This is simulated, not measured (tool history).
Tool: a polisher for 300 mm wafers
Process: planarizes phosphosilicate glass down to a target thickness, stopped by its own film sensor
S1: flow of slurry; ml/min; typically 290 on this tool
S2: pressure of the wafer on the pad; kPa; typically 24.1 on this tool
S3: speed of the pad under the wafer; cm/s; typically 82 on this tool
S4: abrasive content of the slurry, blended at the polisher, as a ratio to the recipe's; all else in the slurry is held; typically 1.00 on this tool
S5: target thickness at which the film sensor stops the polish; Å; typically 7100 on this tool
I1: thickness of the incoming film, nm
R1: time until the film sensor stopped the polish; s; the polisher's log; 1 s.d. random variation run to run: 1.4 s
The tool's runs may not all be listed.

| run | hour | S1 | S2 | S3 | S4 | S5 | I1 | R1 |
|---|---|---|---|---|---|---|---|---|
| 1 | 0.0 | 290 | 24.1 | 70 | 1.00 | 7100 | 1365.5 | 113.9 |
|  | 51.6 | slurry nozzle cleaned |
| 2 | 94.1 | 290 | 24.1 | 82 | 1.00 | 7100 | 1384.0 | 104.2 |
|  | 113.4 | conditioning disc replaced and pad reconditioned |
| 3 | 127.3 | 290 | 24.1 | 82 | 1.00 | 7100 | 1371.0 | 106.0 |
|  | 175.8 | slurry blender recalibrated |
| 4 | 178.0 | 290 | 24.1 | 82 | 1.00 | 7100 | 1388.2 | 106.1 |
| 5 | 232.3 | 290 | 24.1 | 82 | 0.75 | 7100 | 1356.8 | 122.0 |
| 6 | 259.3 | 290 | 24.1 | 94 | 1.00 | 7100 | 1367.3 | 99.9 |
| 7 | 289.1 | 290 | 24.1 | 94 | 1.00 | 7100 | 1377.2 | 106.1 |
|  | 343.3 | worn pad replaced by a new one |
| 8 | 351.9 | 290 | 24.1 | 82 | 1.00 | 6500 | 1401.0 | 115.1 |
|  | 366.5 | slurry nozzle cleaned |
|  | 373.5 | head pressure recalibrated |
| 9 | 411.6 | 290 | 24.1 | 82 | 1.00 | 6500 | 1380.3 | 113.1 |
| 10 | 445.4 | 290 | 24.1 | 82 | 1.00 | 6500 | 1370.5 | 112.1 |
|  | 462.3 | conditioning disc replaced and pad reconditioned |
|  | 510.1 | slurry blender recalibrated |
| 11 | 511.6 | 290 | 24.1 | 82 | 1.00 | 7100 | 1376.5 | 107.3 |
| 12 | 569.1 | 225 | 24.1 | 82 | 1.10 | 6230 | 1368.7 | 122.2 |
| 13 | 610.7 | 290 | 24.1 | 82 | 1.00 | 7100 | 1365.0 | 108.3 |
| 14 | 671.2 | 290 | 26.9 | 82 | 1.25 | 7100 | 1380.0 | 97.9 |
|  | 711.4 | worn pad replaced by a new one |
|  | 713.2 | head pressure recalibrated |
| 15 | 715.6 | 290 | 24.1 | 82 | 0.85 | 5730 | 1355.4 | 127.1 |
|  | 736.7 | slurry nozzle cleaned |
|  | 764.4 | conditioning disc replaced and pad reconditioned |
| 16 | 784.7 | 365 | 24.1 | 58 | 1.00 | 7100 | 1357.7 | 127.7 |
| 17 | 823.4 | 290 | 31.7 | 98 | 0.70 | 8370 | 1378.0 | 64.2 |
|  | 869.8 | slurry blender recalibrated |
| 18 | 890.0 | 290 | 16.5 | 62 | 1.00 | 7100 | 1378.6 | 185.0 |
| 19 | 914.7 | 290 | 20.7 | 96 | 1.00 | 7100 | 1378.9 | 108.0 |
| 20 | 953.6 | 290 | 29.0 | 82 | 1.00 | 7100 | 1409.7 | 96.9 |

Forecast run 21:
| 21 | 1022.2 | 205 | 24.1 | 82 | 1.00 | 5970 | 1376.6 | ? |

R1: 138.2 s
Minus the tool's unlogged condition, the same run would have read R1 120.1 s.
